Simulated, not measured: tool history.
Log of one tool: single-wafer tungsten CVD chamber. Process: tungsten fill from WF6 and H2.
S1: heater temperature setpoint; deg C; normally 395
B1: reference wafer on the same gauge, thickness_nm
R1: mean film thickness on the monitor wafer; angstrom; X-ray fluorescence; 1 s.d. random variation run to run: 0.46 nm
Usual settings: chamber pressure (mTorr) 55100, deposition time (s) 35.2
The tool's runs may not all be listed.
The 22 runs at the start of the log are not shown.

run 23 hour=577.9 | S1=385 chamber_pressure_(mTorr)=67200 deposition_time_(s)=39.9 | B1=127.1 | R1=1172.44
-- hour=613 showerhead replaced
run 24 hour=613.5 | S1=395 chamber_pressure_(mTorr)=42500 deposition_time_(s)=30.7 | B1=126.947 | R1=917.84
run 25 hour=633.2 | S1=409 chamber_pressure_(mTorr)=55100 deposition_time_(s)=31.2 | B1=127.114 | R1=1387.16
run 26 hour=714.7 | S1=388 chamber_pressure_(mTorr)=47100 deposition_time_(s)=42.2 | B1=127.247 | R1=1126.69
run 27 hour=737.7 | S1=395 chamber_pressure_(mTorr)=55100 deposition_time_(s)=35.2 | B1=127.056 | R1=1178.77
run 28 hour=760.8 | S1=395 chamber_pressure_(mTorr)=45200 deposition_time_(s)=31.8 | B1=127.011 | R1=971.34
run 29 hour=795.3 | S1=402 chamber_pressure_(mTorr)=55100 deposition_time_(s)=31.6 | B1=127.132 | R1=1213.92
-- hour=804.7 gauge calibrated
run 30 hour=819.7 | S1=395 chamber_pressure_(mTorr)=42900 deposition_time_(s)=30.6 | B1=127.229 | R1=912.33
run 31 hour=834.2 | S1=407 chamber_pressure_(mTorr)=49300 deposition_time_(s)=35.2 | B1=126.966 | R1=1430.65
run 32 hour=864.3 | S1=384 chamber_pressure_(mTorr)=65500 deposition_time_(s)=29.3 | B1=126.995 | R1=824.91
run 33 hour=881.2 | S1=408 chamber_pressure_(mTorr)=49100 deposition_time_(s)=41.5 | B1=126.726 | R1=1709.74
run 34 hour=915.1 | S1=395 chamber_pressure_(mTorr)=55100 deposition_time_(s)=35.2 | B1=126.88 | R1=1167.03

Each row is a separate what-if for the run after 34, all from the same tool condition, not one after another. Results?
run A hour=915.5 | S1=395 chamber_pressure_(mTorr)=55100 deposition_time_(s)=35.2 | B1=? | R1=?
run B hour=915.5 | S1=395 chamber_pressure_(mTorr)=65200 deposition_time_(s)=35.2 | B1=? | R1=?
run C hour=915.5 | S1=399 chamber_pressure_(mTorr)=63200 deposition_time_(s)=40.1 | B1=? | R1=?
run D hour=915.5 | S1=384 chamber_pressure_(mTorr)=60800 deposition_time_(s)=28.7 | B1=? | R1=?

run=A B1=127.115 R1=1168.99
run=B B1=127.115 R1=1259.99
run=C B1=127.115 R1=1542.52
run=D B1=127.115 R1=779.89
Without the tool's hidden state the same runs would have given:
run=A R1=1179
run=B R1=1270.4
run=C R1=1555.64
run=D R1=786.56

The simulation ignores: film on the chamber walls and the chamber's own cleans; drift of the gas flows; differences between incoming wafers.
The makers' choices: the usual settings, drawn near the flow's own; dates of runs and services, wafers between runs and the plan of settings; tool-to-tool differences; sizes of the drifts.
